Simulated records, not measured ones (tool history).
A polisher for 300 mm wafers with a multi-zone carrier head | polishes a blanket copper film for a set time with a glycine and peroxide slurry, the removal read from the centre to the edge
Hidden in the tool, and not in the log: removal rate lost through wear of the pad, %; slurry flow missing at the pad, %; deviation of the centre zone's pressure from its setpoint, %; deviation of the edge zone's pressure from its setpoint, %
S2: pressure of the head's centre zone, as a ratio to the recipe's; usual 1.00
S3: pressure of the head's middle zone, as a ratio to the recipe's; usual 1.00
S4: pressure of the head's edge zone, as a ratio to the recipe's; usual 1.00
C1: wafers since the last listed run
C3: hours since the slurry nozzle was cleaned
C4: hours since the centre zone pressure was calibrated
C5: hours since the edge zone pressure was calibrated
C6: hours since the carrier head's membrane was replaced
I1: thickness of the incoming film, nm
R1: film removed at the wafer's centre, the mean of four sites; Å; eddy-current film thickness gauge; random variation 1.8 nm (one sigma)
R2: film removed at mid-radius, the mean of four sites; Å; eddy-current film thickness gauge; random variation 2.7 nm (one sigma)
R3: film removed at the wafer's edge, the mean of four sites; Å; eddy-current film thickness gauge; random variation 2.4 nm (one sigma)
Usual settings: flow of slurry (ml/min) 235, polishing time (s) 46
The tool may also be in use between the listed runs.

{"run": 1, "hour": 0.0, "flow of slurry (ml/min)": 235, "S2": 1.0, "S3": 1.0, "S4": 1.0, "polishing time (s)": 59, "C1": 0, "wafers polished on this pad": 152, "C3": 135.6, "C4": 1439.1, "C5": 1015.5, "C6": 1011.3, "I1": 1976.9, "R1": 2386, "R2": 2299, "R3": 2284}
{"run": 2, "hour": 14.1, "flow of slurry (ml/min)": 235, "S2": 1.0, "S3": 1.0, "S4": 1.0, "polishing time (s)": 46, "C1": 152, "wafers polished on this pad": 305, "C3": 149.7, "C4": 1453.2, "C5": 1029.6, "C6": 1025.4, "I1": 1952.2, "R1": 1821, "R2": 1874, "R3": 1828}
{"run": 3, "hour": 37.4, "flow of slurry (ml/min)": 235, "S2": 1.0, "S3": 1.0, "S4": 1.0, "polishing time (s)": 46, "C1": 252, "wafers polished on this pad": 557, "C3": 173.0, "C4": 1476.5, "C5": 1052.9, "C6": 1048.7, "I1": 1947.5, "R1": 1825, "R2": 1821, "R3": 1786}
{"run": 4, "hour": 62.8, "flow of slurry (ml/min)": 235, "S2": 1.0, "S3": 1.0, "S4": 1.0, "polishing time (s)": 46, "C1": 275, "wafers polished on this pad": 832, "C3": 198.4, "C4": 1501.9, "C5": 1078.3, "C6": 1074.1, "I1": 1962.0, "R1": 1806, "R2": 1779, "R3": 1783}
{"run": 5, "hour": 96.6, "flow of slurry (ml/min)": 235, "S2": 1.0, "S3": 1.0, "S4": 1.0, "polishing time (s)": 46, "C1": 366, "wafers polished on this pad": 1198, "C3": 232.2, "C4": 1535.7, "C5": 1112.1, "C6": 1107.9, "I1": 1982.3, "R1": 1820, "R2": 1825, "R3": 1742}
{"run": 6, "hour": 113.9, "flow of slurry (ml/min)": 235, "S2": 1.0, "S3": 1.0, "S4": 1.0, "polishing time (s)": 46, "C1": 187, "wafers polished on this pad": 1386, "C3": 249.5, "C4": 1553.0, "C5": 1129.4, "C6": 1125.2, "I1": 1976.9, "R1": 1785, "R2": 1842, "R3": 1753}
{"hour": 134.2, "done": "carrier head's membrane replaced by a new one"}
{"hour": 148.6, "done": "worn pad replaced by a new one"}
{"run": 7, "hour": 149.1, "flow of slurry (ml/min)": 235, "S2": 1.0, "S3": 1.09, "S4": 1.0, "polishing time (s)": 46, "C1": 283, "wafers polished on this pad": 5, "C3": 284.7, "C4": 1588.2, "C5": 1164.6, "C6": 14.9, "I1": 1949.9, "R1": 1778, "R2": 1841, "R3": 1751}
{"run": 8, "hour": 164.3, "flow of slurry (ml/min)": 235, "S2": 1.0, "S3": 1.09, "S4": 1.0, "polishing time (s)": 46, "C1": 164, "wafers polished on this pad": 169, "C3": 299.9, "C4": 1603.4, "C5": 1179.8, "C6": 30.1, "I1": 1973.5, "R1": 1790, "R2": 1892, "R3": 1733}
{"hour": 167.7, "done": "centre zone pressure recalibrated"}
{"run": 9, "hour": 230.2, "flow of slurry (ml/min)": 165, "S2": 1.05, "S3": 1.11, "S4": 1.0, "polishing time (s)": 46, "C1": 692, "wafers polished on this pad": 862, "C3": 365.8, "C4": 62.5, "C5": 1245.7, "C6": 96.0, "I1": 1949.0, "R1": 1656, "R2": 1741, "R3": 1635}
{"hour": 250.3, "done": "slurry nozzle cleaned"}
{"run": 10, "hour": 252.4, "flow of slurry (ml/min)": 170, "S2": 0.96, "S3": 1.0, "S4": 1.0, "polishing time (s)": 46, "C1": 229, "wafers polished on this pad": 1091, "C3": 2.1, "C4": 84.7, "C5": 1267.9, "C6": 118.2, "I1": 1987.1, "R1": 1681, "R2": 1764, "R3": 1757}
{"run": 11, "hour": 269.0, "flow of slurry (ml/min)": 185, "S2": 1.0, "S3": 1.0, "S4": 1.0, "polishing time (s)": 36, "C1": 179, "wafers polished on this pad": 1271, "C3": 18.7, "C4": 101.3, "C5": 1284.5, "C6": 134.8, "I1": 1994.0, "R1": 1362, "R2": 1382, "R3": 1339}
{"run": 12, "hour": 284.0, "flow of slurry (ml/min)": 305, "S2": 0.95, "S3": 1.0, "S4": 1.1, "polishing time (s)": 46, "C1": 162, "wafers polished on this pad": 1434, "C3": 33.7, "C4": 116.3, "C5": 1299.5, "C6": 149.8, "I1": 1946.1, "R1": 1809, "R2": 1867, "R3": 1942}
{"hour": 297.9, "done": "worn pad replaced by a new one"}
{"hour": 300.3, "done": "edge zone pressure recalibrated"}
{"run": 13, "hour": 308.5, "flow of slurry (ml/min)": 235, "S2": 1.0, "S3": 1.0, "S4": 0.91, "polishing time (s)": 38, "C1": 200, "wafers polished on this pad": 92, "C3": 58.2, "C4": 140.8, "C5": 8.2, "C6": 174.3, "I1": 1986.1, "R1": 1515, "R2": 1513, "R3": 1433}
{"run": 14, "hour": 329.2, "flow of slurry (ml/min)": 235, "S2": 1.0, "S3": 0.9, "S4": 0.9, "polishing time (s)": 46, "C1": 224, "wafers polished on this pad": 316, "C3": 78.9, "C4": 161.5, "C5": 28.9, "C6": 195.0, "I1": 1997.8, "R1": 1835, "R2": 1713, "R3": 1717}
{"run": 15, "hour": 353.9, "flow of slurry (ml/min)": 235, "S2": 1.0, "S3": 0.91, "S4": 0.93, "polishing time (s)": 46, "C1": 267, "wafers polished on this pad": 584, "C3": 103.6, "C4": 186.2, "C5": 53.6, "C6": 219.7, "I1": 2002.4, "R1": 1826, "R2": 1741, "R3": 1708}
{"run": 16, "hour": 372.5, "flow of slurry (ml/min)": 235, "S2": 1.0, "S3": 0.9, "S4": 1.0, "polishing time (s)": 46, "C1": 201, "wafers polished on this pad": 786, "C3": 122.2, "C4": 204.8, "C5": 72.2, "C6": 238.3, "I1": 1972.8, "R1": 1828, "R2": 1696, "R3": 1800}
{"run": 17, "hour": 402.5, "flow of slurry (ml/min)": 235, "S2": 1.0, "S3": 1.0, "S4": 1.0, "polishing time (s)": 46, "C1": 325, "wafers polished on this pad": 1111, "C3": 152.2, "C4": 234.8, "C5": 102.2, "C6": 268.3, "I1": 1977.4, "R1": 1844, "R2": 1851, "R3": 1794}
{"run": 18, "hour": 417.8, "flow of slurry (ml/min)": 265, "S2": 1.0, "S3": 1.0, "S4": 1.0, "polishing time (s)": 46, "C1": 165, "wafers polished on this pad": 1276, "C3": 167.5, "C4": 250.1, "C5": 117.5, "C6": 283.6, "I1": 1933.1, "R1": 1907, "R2": 1901, "R3": 1775}
{"run": 19, "hour": 439.5, "flow of slurry (ml/min)": 265, "S2": 1.0, "S3": 1.0, "S4": 1.0, "polishing time (s)": 46, "C1": 235, "wafers polished on this pad": 1512, "C3": 189.2, "C4": 271.8, "C5": 139.2, "C6": 305.3, "I1": 1941.2, "R1": 1861, "R2": 1873, "R3": 1833}
{"hour": 447.9, "done": "worn pad replaced by a new one"}
{"run": 20, "hour": 461.8, "flow of slurry (ml/min)": 290, "S2": 1.0, "S3": 1.0, "S4": 0.95, "polishing time (s)": 33, "C1": 198, "wafers polished on this pad": 150, "C3": 211.5, "C4": 294.1, "C5": 161.5, "C6": 327.6, "I1": 2009.9, "R1": 1323, "R2": 1349, "R3": 1282}
{"run": 21, "hour": 488.5, "flow of slurry (ml/min)": 235, "S2": 1.0, "S3": 0.95, "S4": 1.0, "polishing time (s)": 46, "C1": 289, "wafers polished on this pad": 439, "C3": 238.2, "C4": 320.8, "C5": 188.2, "C6": 354.3, "I1": 1954.9, "R1": 1805, "R2": 1738, "R3": 1803}
{"run": 22, "hour": 535.6, "flow of slurry (ml/min)": 235, "S2": 1.0, "S3": 1.0, "S4": 1.0, "polishing time (s)": 59, "C1": 510, "wafers polished on this pad": 949, "C3": 285.3, "C4": 367.9, "C5": 235.3, "C6": 401.4, "I1": 1972.7, "R1": 2333, "R2": 2296, "R3": 2269}
{"run": 23, "hour": 553.2, "flow of slurry (ml/min)": 210, "S2": 1.0, "S3": 1.0, "S4": 1.08, "polishing time (s)": 38, "C1": 190, "wafers polished on this pad": 1140, "C3": 302.9, "C4": 385.5, "C5": 252.9, "C6": 419.0, "I1": 1980.3, "R1": 1437, "R2": 1481, "R3": 1487}

3 ways to go on from here, each from the tool as it stands after run 23. What would each give?
{"run": "A", "hour": 553.6, "flow of slurry (ml/min)": 235, "S2": 1.0, "S3": 0.96, "S4": 1.0, "polishing time (s)": 46, "C1": 4, "wafers polished on this pad": 1145, "C3": 303.3, "C4": 385.9, "C5": 253.3, "C6": 419.4, "I1": 1968.5, "R1": "?", "R2": "?", "R3": "?"}
{"run": "B", "hour": 553.6, "flow of slurry (ml/min)": 235, "S2": 0.93, "S3": 1.0, "S4": 1.0, "polishing time (s)": 53, "C1": 4, "wafers polished on this pad": 1145, "C3": 303.3, "C4": 385.9, "C5": 253.3, "C6": 419.4, "I1": 1968.5, "R1": "?", "R2": "?", "R3": "?"}
{"run": "C", "hour": 553.6, "flow of slurry (ml/min)": 235, "S2": 0.94, "S3": 1.11, "S4": 1.11, "polishing time (s)": 46, "C1": 4, "wafers polished on this pad": 1145, "C3": 303.3, "C4": 385.9, "C5": 253.3, "C6": 419.4, "I1": 1968.5, "R1": "?", "R2": "?", "R3": "?"}

run=A R1=1804 R2=1728 R3=1734
run=B R1=1933 R2=2053 R3=1997
run=C R1=1697 R2=1928 R3=1822
Without the tool's hidden state the same runs would have given:
run=A R1=1876 R2=1790 R3=1780
run=B R1=2010 R2=2127 R3=2049
run=C R1=1765 R2=1997 R3=1870
